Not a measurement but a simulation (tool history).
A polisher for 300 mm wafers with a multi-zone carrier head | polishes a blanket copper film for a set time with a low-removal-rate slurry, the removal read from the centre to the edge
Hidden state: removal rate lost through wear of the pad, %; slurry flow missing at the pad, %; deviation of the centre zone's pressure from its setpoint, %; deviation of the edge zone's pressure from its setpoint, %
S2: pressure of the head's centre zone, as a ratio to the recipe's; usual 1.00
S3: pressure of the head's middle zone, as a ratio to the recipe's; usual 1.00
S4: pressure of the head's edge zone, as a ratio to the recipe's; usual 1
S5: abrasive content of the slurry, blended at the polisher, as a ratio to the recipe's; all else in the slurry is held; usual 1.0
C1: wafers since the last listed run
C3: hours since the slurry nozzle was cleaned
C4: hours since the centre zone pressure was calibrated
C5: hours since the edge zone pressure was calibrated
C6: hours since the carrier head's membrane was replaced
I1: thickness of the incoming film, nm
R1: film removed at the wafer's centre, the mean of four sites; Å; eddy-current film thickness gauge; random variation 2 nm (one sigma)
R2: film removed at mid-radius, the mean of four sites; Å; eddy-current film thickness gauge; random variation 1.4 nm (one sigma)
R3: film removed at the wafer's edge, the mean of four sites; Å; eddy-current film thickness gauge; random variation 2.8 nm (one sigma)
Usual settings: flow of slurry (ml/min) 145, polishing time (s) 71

{"run": 1, "hour": 0.0, "flow of slurry (ml/min)": 145, "S2": 1.0, "S3": 1.0, "S4": 1, "S5": 1.0, "polishing time (s)": 71, "C1": 0, "wafers polished on this pad": 591, "C3": 398.5, "C4": 1036.8, "C5": 898.6, "C6": 322.1, "I1": 612.3, "R1": 1916, "R2": 1962, "R3": 1998}
{"run": 2, "hour": 21.2, "flow of slurry (ml/min)": 145, "S2": 1.0, "S3": 1.0, "S4": 1, "S5": 1.0, "polishing time (s)": 71, "C1": 155, "wafers polished on this pad": 747, "C3": 419.7, "C4": 1058.0, "C5": 919.8, "C6": 343.3, "I1": 618.5, "R1": 1965, "R2": 1974, "R3": 1948}
{"run": 3, "hour": 54.6, "flow of slurry (ml/min)": 145, "S2": 1.0, "S3": 1.0, "S4": 1, "S5": 1.0, "polishing time (s)": 71, "C1": 244, "wafers polished on this pad": 991, "C3": 453.1, "C4": 1091.4, "C5": 953.2, "C6": 376.7, "I1": 626.1, "R1": 1950, "R2": 1956, "R3": 2007}
{"run": 4, "hour": 81.5, "flow of slurry (ml/min)": 165, "S2": 1.0, "S3": 1.0, "S4": 1, "S5": 1.1, "polishing time (s)": 71, "C1": 196, "wafers polished on this pad": 1188, "C3": 480.0, "C4": 1118.3, "C5": 980.1, "C6": 403.6, "I1": 631.4, "R1": 2039, "R2": 2053, "R3": 2075}
{"hour": 104.9, "done": "worn pad replaced by a new one"}
{"run": 5, "hour": 117.2, "flow of slurry (ml/min)": 165, "S2": 1.0, "S3": 1.0, "S4": 1, "S5": 1.1, "polishing time (s)": 71, "C1": 232, "wafers polished on this pad": 90, "C3": 515.7, "C4": 1154.0, "C5": 1015.8, "C6": 439.3, "I1": 621.1, "R1": 2001, "R2": 2048, "R3": 2021}
{"run": 6, "hour": 131.5, "flow of slurry (ml/min)": 145, "S2": 1.0, "S3": 1.0, "S4": 1, "S5": 1.0, "polishing time (s)": 87, "C1": 104, "wafers polished on this pad": 194, "C3": 530.0, "C4": 1168.3, "C5": 1030.1, "C6": 453.6, "I1": 606.8, "R1": 2364, "R2": 2354, "R3": 2350}
{"run": 7, "hour": 163.6, "flow of slurry (ml/min)": 145, "S2": 1.0, "S3": 1.0, "S4": 1, "S5": 1.0, "polishing time (s)": 58, "C1": 235, "wafers polished on this pad": 429, "C3": 562.1, "C4": 1200.4, "C5": 1062.2, "C6": 485.7, "I1": 622.3, "R1": 1571, "R2": 1553, "R3": 1609}
{"hour": 179.1, "done": "slurry nozzle cleaned"}
{"run": 8, "hour": 193.6, "flow of slurry (ml/min)": 145, "S2": 1.03, "S3": 1.11, "S4": 1, "S5": 1.0, "polishing time (s)": 71, "C1": 212, "wafers polished on this pad": 642, "C3": 14.5, "C4": 1230.4, "C5": 1092.2, "C6": 515.7, "I1": 620.0, "R1": 2040, "R2": 2191, "R3": 1994}
{"hour": 199.5, "done": "edge zone pressure recalibrated"}
{"run": 9, "hour": 212.7, "flow of slurry (ml/min)": 145, "S2": 1.0, "S3": 1.0, "S4": 1, "S5": 1.0, "polishing time (s)": 71, "C1": 125, "wafers polished on this pad": 767, "C3": 33.6, "C4": 1249.5, "C5": 13.2, "C6": 534.8, "I1": 623.8, "R1": 1971, "R2": 1980, "R3": 2008}
{"run": 10, "hour": 239.2, "flow of slurry (ml/min)": 165, "S2": 1.0, "S3": 1.0, "S4": 1, "S5": 1.1, "polishing time (s)": 71, "C1": 194, "wafers polished on this pad": 961, "C3": 60.1, "C4": 1276.0, "C5": 39.7, "C6": 561.3, "I1": 623.9, "R1": 2095, "R2": 2105, "R3": 2091}

The next listed run, before its measurement:
{"run": 11, "hour": 251.4, "flow of slurry (ml/min)": 145, "S2": 1.0, "S3": 1.0, "S4": 1, "S5": 1.0, "polishing time (s)": 58, "C1": 89, "wafers polished on this pad": 1050, "C3": 72.3, "C4": 1288.2, "C5": 51.9, "C6": 573.5, "I1": 625.4, "R1": "?", "R2": "?", "R3": "?"}

Run 11 gave R1 1634 Å, R2 1643 Å, R3 1629 Å.
Without the tool's hidden state the same run would have given R1 1643 Å, R2 1650 Å, R3 1635 Å.
